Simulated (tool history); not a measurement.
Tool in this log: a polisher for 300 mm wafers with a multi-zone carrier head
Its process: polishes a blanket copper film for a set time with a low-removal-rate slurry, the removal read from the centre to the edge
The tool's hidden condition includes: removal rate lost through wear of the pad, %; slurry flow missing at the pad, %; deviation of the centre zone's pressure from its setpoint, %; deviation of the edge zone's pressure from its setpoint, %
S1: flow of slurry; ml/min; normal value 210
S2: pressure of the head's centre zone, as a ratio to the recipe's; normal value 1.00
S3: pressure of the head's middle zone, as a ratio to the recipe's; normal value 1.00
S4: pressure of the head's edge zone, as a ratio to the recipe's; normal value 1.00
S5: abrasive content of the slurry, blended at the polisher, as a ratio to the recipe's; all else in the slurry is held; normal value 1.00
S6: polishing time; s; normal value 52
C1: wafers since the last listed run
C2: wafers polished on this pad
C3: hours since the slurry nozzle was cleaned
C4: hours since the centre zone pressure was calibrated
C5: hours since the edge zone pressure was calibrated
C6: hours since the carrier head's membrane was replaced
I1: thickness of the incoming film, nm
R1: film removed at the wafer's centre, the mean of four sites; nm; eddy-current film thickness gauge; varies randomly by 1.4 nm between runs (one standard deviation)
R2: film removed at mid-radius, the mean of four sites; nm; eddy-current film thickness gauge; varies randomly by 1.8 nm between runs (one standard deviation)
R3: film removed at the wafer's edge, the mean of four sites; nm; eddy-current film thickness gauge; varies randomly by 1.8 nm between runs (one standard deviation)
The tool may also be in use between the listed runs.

run     day   S1    S2    S3    S4    S5  S6   C1    C2     C3     C4     C5      C6      I1     R1     R2     R3
  1   0.000  210  1.00  1.00  1.00  1.00  52    0   368  191.6  167.0  850.8   864.3  1125.3  161.3  170.0  159.7
  2   1.129  210  1.00  1.00  1.00  1.00  63  181   550  218.7  194.1  877.9   891.4  1125.9  196.9  200.3  195.3
  3   2.129  210  1.00  1.00  1.00  1.00  63  161   711  242.7  218.1  901.9   915.4  1143.3  194.1  202.4  195.0
      2.754  -- slurry nozzle cleaned
  4   3.050  210  1.00  1.00  1.00  1.00  63  141   853    7.1  240.2  924.0   937.5  1123.0  195.8  202.8  195.4
  5   3.554  210  1.00  1.00  1.09  1.00  52   81   934   19.2  252.3  936.1   949.6  1148.6  160.8  166.2  163.2
      4.925  -- edge zone pressure recalibrated
  6   4.946  210  1.00  1.00  1.00  1.00  52  210  1145   52.6  285.7    0.5   983.0  1157.5  161.2  167.0  161.2
      5.296  -- worn pad replaced by a new one
  7   5.404  210  1.00  1.00  1.00  1.00  52   46    17   63.6  296.7   11.5   994.0  1138.2  160.9  167.5  160.5
  8   6.779  210  1.11  1.00  0.90  1.25  52  221   238   96.6  329.7   44.5  1027.0  1136.0  186.6  173.9  160.4
  9   7.671  210  1.00  1.00  1.00  1.00  52  143   382  118.0  351.1   65.9  1048.4  1162.3  160.6  164.6  156.2
 10   8.617  185  1.00  1.00  1.00  1.00  57  152   534  140.7  373.8   88.6  1071.1  1144.3  172.9  180.1  174.4
 11   9.425  210  1.00  1.00  1.00  1.15  68  130   665  160.1  393.2  108.0  1090.5  1138.3  215.5  221.7  216.3
      9.733  -- carrier head's membrane replaced by a new one
 12  10.004  145  1.00  1.00  1.00  1.00  52   59   724  174.0  407.1  121.9     6.5  1155.5  147.4  155.9  150.5
 13  10.838  210  1.00  1.00  1.00  1.00  52  134   859  194.0  427.1  141.9    26.5  1131.6  161.2  168.6  160.0
 14  12.200  145  1.00  1.09  1.00  1.00  62  219  1078  226.7  459.8  174.6    59.2  1132.7  176.6  198.5  180.9
     12.554  -- centre zone pressure recalibrated
     14.462  -- worn pad replaced by a new one
     14.583  -- slurry nozzle cleaned
 15  14.662  270  0.91  1.00  1.00  1.00  52  349    25    1.9   50.6  233.7   118.3  1126.8  150.3  170.5  163.3
 16  15.521  210  1.00  1.07  1.00  0.90  58  138   163   22.5   71.2  254.3   138.9  1148.4  174.9  190.2  175.6
 17  16.150  210  1.00  0.94  0.89  1.00  52  101   265   37.6   86.3  269.4   154.0  1128.9  160.2  159.6  150.6
 18  17.242  210  1.00  1.00  0.92  1.00  52  175   441   63.8  112.5  295.6   180.2  1128.0  160.7  165.6  156.2
 19  18.308  185  1.00  1.00  1.00  1.00  57  171   612   89.4  138.1  321.2   205.8  1137.2  172.9  174.0  174.9
 20  19.492  175  0.95  1.00  1.00  1.00  52  190   803  117.8  166.5  349.6   234.2  1149.0  148.2  157.7  157.4

What if the next run were any one of these 5? Each begins from the tool's condition after run 20:
  A  19.508  210  1.04  1.00  1.00  1.00  52   2  806  118.2  166.9  350.0  234.6  1158.7   ?   ?   ?
  B  19.508  210  1.12  1.08  1.00  0.80  52   2  806  118.2  166.9  350.0  234.6  1158.7   ?   ?   ?
  C  19.508  210  1.00  0.90  1.00  1.30  43   2  806  118.2  166.9  350.0  234.6  1158.7   ?   ?   ?
  D  19.508  210  0.94  1.00  0.93  1.20  52   2  806  118.2  166.9  350.0  234.6  1158.7   ?   ?   ?
  E  19.508  235  1.00  1.08  1.00  1.00  52   2  806  118.2  166.9  350.0  234.6  1158.7   ?   ?   ?

run     R1     R2     R3
  A  166.9  166.8  161.9
  B  173.3  171.4  155.7
  C  139.1  132.5  140.6
  D  155.8  172.4  163.4
  E  163.4  181.0  163.7
Take away the tool's hidden state, keep each run's random variation, and the runs would have read:
run     R1     R2     R3
  A  166.9  166.8  161.9
  B  173.3  171.4  155.7
  C  139.1  132.5  140.6
  D  155.8  172.4  163.4
  E  163.4  181.0  163.7
